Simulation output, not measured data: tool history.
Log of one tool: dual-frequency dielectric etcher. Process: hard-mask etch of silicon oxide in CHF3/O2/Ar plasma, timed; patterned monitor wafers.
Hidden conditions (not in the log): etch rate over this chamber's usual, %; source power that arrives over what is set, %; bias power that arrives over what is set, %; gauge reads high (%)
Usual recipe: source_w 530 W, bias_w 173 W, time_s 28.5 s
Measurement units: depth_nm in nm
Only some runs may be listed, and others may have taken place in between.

run   hour  source_w  bias_w  time_s  wafers since the last listed run  hours since the last wet clean  hours since the last source power generator calibration  hours since the last bias power generator calibration  hours since the last upper electrode change  hours since the gauge calibration  read-back reference wafer on the same gauge, depth_nm  depth_nm
  1      0       530     173    28.5                                 0                           293.5                                                   2544.2                                                 4789.1                                       2348.6                               35.4                                                     59      51.8
  2   18.2       530     173    28.5                               300                           311.7                                                   2562.4                                                 4807.3                                       2366.8                               53.6                                                     59      51.8
  3   25.7       600     173    28.5                               123                           319.2                                                   2569.9                                                 4814.8                                       2374.3                               61.1                                                   59.1        54
  4   41.9       600     173    28.5                               267                           335.4                                                   2586.1                                                   4831                                       2390.5                               77.3                                                     59        54
  5   52.1       470     192    28.5                               168                           345.6                                                   2596.3                                                 4841.2                                       2400.7                               87.5                                                     59      50.8
      62.4  -- source power generator calibrated
  6   62.9       470     192    28.5                               112                           356.4                                                      0.5                                                   4852                                       2411.5                               98.3                                                   58.9      50.6
  7   68.7       470     192    28.5                                95                           362.2                                                      6.3                                                 4857.8                                       2417.3                              104.1                                                   59.1      50.8
      82.6  -- bias power generator calibrated
      87.9  -- gauge calibrated
     102.9  -- upper electrode replaced
  8  103.4       530     173    28.5                               171                           396.9                                                       41                                                   20.8                                          0.5                               15.5                                                   59.1      51.1
  9  103.7       530     173    28.5                                 4                           397.2                                                     41.3                                                   21.1                                          0.8                               15.8                                                     59      51.3
 10  115.3       470     204    28.5                               191                           408.8                                                     52.9                                                   32.7                                         12.4                               27.4                                                     59      51.4
     146.7  -- wet clean of the chamber
 11  147.2       530     173    28.5                               130                             0.5                                                     84.8                                                   64.6                                         44.3                               59.3                                                     59        53
 12  149.2       440     203    24.5                                32                             2.5                                                     86.8                                                   66.6                                         46.3                               61.3                                                     59      45.2
 13  160.9       570     197      26                               192                            14.2                                                     98.5                                                   78.3                                           58                                 73                                                     59      51.4
 14  173.5       490     148      37                               207                            26.8                                                    111.1                                                   90.9                                         70.6                               85.6                                                   59.1      63.4
 15  181.1       580     205      24                               125                            34.4                                                    118.7                                                   98.5                                         78.2                               93.2                                                     59      48.5
 16  198.6       400     145      37                               288                            51.9                                                    136.2                                                    116                                         95.7                              110.7                                                   59.1      59.2

Predict each of these 4 candidate next runs independently; none follows another, all start after run 16:
  A   199       530     173    24.5                                 6                            52.3                                                    136.6                                                  116.4                                         96.1                              111.1                                                      ?         ?
  B   199       410     142    28.5                                 6                            52.3                                                    136.6                                                  116.4                                         96.1                              111.1                                                      ?         ?
  C   199       530     194    28.5                                 6                            52.3                                                    136.6                                                  116.4                                         96.1                              111.1                                                      ?         ?
  D   199       610     196      23                                 6                            52.3                                                    136.6                                                  116.4                                         96.1                              111.1                                                      ?         ?

run  read-back reference wafer on the same gauge, depth_nm  depth_nm
  A                                                     59      45.7
  B                                                     59      45.9
  C                                                     59      54.9
  D                                                     59      46.8
Without the tool's hidden state the same runs would have given:
run  depth_nm
  A      46.3
  B      46.5
  C      55.7
  D      47.4
